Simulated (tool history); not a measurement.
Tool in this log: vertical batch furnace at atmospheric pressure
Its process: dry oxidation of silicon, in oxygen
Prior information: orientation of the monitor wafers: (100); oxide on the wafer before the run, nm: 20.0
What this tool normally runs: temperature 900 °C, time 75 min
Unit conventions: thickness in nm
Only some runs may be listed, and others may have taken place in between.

run,day,temperature,time,"read-back reference wafer on the same gauge, thickness",thickness
1,0.000,900,63,30.18,27.51
2,0.800,909,75,30.20,30.74
3,1.350,900,75,30.19,29.13
4,2.579,900,75,30.19,29.09
5,3.704,900,75,30.19,29.10
6,4.517,900,89,30.21,31.02
7,5.812,900,89,30.21,30.95
8,6.625,900,58,30.21,26.68
# day 7.667: thermocouples replaced and temperature profile calibrated
9,7.971,900,104,30.22,32.86
10,8.562,912,75,30.20,31.08
11,9.479,900,75,30.19,28.98
# day 9.721: gauge calibrated
12,10.275,900,56,30.19,26.33
13,11.700,900,75,30.20,28.98
# day 13.492: boat lift adjusted
14,13.512,878,86,30.22,27.60

What will run 15 give?
15,14.054,900,75,?,?

Run 15 yielded read-back reference wafer on the same gauge, thickness 30.21, thickness 29.66 nm.
On a tool with no hidden condition, and with the same random variation, this run would have come out at thickness 29.67 nm.
